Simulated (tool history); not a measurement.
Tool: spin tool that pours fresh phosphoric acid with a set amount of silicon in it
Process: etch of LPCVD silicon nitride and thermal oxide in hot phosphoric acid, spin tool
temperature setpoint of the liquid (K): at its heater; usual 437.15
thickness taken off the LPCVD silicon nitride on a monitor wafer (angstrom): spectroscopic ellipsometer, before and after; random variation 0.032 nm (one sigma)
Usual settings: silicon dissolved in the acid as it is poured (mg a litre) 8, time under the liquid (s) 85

run,hour,temperature setpoint of the liquid (K),silicon dissolved in the acid as it is poured (mg a litre),time under the liquid (s),wafers since the last listed run,hours since the thermometer was replaced,hours since the dissolved silicon flow meter was replaced,hours since the heated supply line was repaired,hours since the gauge calibration,"read-back film thickness of the LPCVD silicon nitride reference wafer, read on the same gauge (nm)",thickness taken off the LPCVD silicon nitride on a monitor wafer (angstrom)
1,0,438.65,8,85,0,2020.9,1461.5,3061.5,221.9,60.01,63
2,33.3,438.65,8,85,340,2054.2,1494.8,3094.8,255.2,60.01,62.6
3,45.6,437.15,8,125,125,2066.5,1507.1,3107.1,267.5,59.99,87.9
4,70.8,437.15,8,85,257,2091.7,1532.3,3132.3,292.7,59.99,59.9
5,99.6,437.15,8,85,294,2120.5,1561.1,3161.1,321.5,60.03,59.7
# hour 171.1: heated supply line repaired
6,183.2,437.15,8,85,844,2204.1,1644.7,12.1,405.1,60,66.7
7,209.6,437.15,8,100,269,2230.5,1671.1,38.5,431.5,60,78.5
8,223.5,437.15,8,100,142,2244.4,1685,52.4,445.4,60,78.5
9,258,434.65,4,70,352,2278.9,1719.5,86.9,479.9,59.99,50
10,285.1,438.65,12.5,100,276,2306,1746.6,114,507,59.99,82
11,315.7,439.65,5,60,312,2336.6,1777.2,144.6,537.6,60.01,50.4
12,328.5,436.15,8,85,130,2349.4,1790,157.4,550.4,59.99,64
13,348.4,437.15,8,85,203,2369.3,1809.9,177.3,570.3,60,66.2
# hour 354.5: dissolved silicon flow meter replaced
# hour 385.6: gauge calibrated
# hour 414: thermometer replaced
14,423.4,437.15,8,85,746,9.4,68.9,252.3,37.8,60,71.4
15,444.4,437.15,8,85,214,30.4,89.9,273.3,58.8,60.01,70.7
16,460.6,437.15,8,100,165,46.6,106.1,289.5,75,60.01,84
17,479.9,437.15,8,85,197,65.9,125.4,308.8,94.3,60,70.8
18,511.2,439.15,10.5,55,319,97.2,156.7,340.1,125.6,59.99,48.4
19,526.6,435.65,10,55,157,112.6,172.1,355.5,141,60.01,43.1
20,550.8,437.15,13.5,115,247,136.8,196.3,379.7,165.2,60,95.4
21,566.3,437.15,8,110,158,152.3,211.8,395.2,180.7,59.99,90.9

Hidden state or all else? Some run-to-run changes of thickness taken off the LPCVD silicon nitride on a monitor wafer (angstrom), split into what the settings, what came in and random variation would give without the hidden state, and what is left for the hidden state (with any gauge scatter that isn't in both results):
The hidden state here: liquid colder than its thermometer reads (K); dissolved silicon flow above the setpoint (%); temperature lost on the way to the wafer (K); gauge reads high (%).
Run 3 -> 4: time under the liquid (s) 125 -> 85. thickness taken off the LPCVD silicon nitride on a monitor wafer (angstrom) -28: hidden state +5.8, all else -33.8.
Run 5 -> 6: heated supply line repaired. thickness taken off the LPCVD silicon nitride on a monitor wafer (angstrom) +7: hidden state +7.2, all else -0.2.
Run 9 -> 10: temperature setpoint of the liquid (K) 434.65 -> 438.65, silicon dissolved in the acid as it is poured (mg a litre) 4 -> 12.5, time under the liquid (s) 70 -> 100. thickness taken off the LPCVD silicon nitride on a monitor wafer (angstrom) +32: hidden state -2.9, all else +34.9.
Run 19 -> 20: temperature setpoint of the liquid (K) 435.65 -> 437.15, silicon dissolved in the acid as it is poured (mg a litre) 10 -> 13.5, time under the liquid (s) 55 -> 115. thickness taken off the LPCVD silicon nitride on a monitor wafer (angstrom) +52.3: hidden state -1.4, all else +53.7.

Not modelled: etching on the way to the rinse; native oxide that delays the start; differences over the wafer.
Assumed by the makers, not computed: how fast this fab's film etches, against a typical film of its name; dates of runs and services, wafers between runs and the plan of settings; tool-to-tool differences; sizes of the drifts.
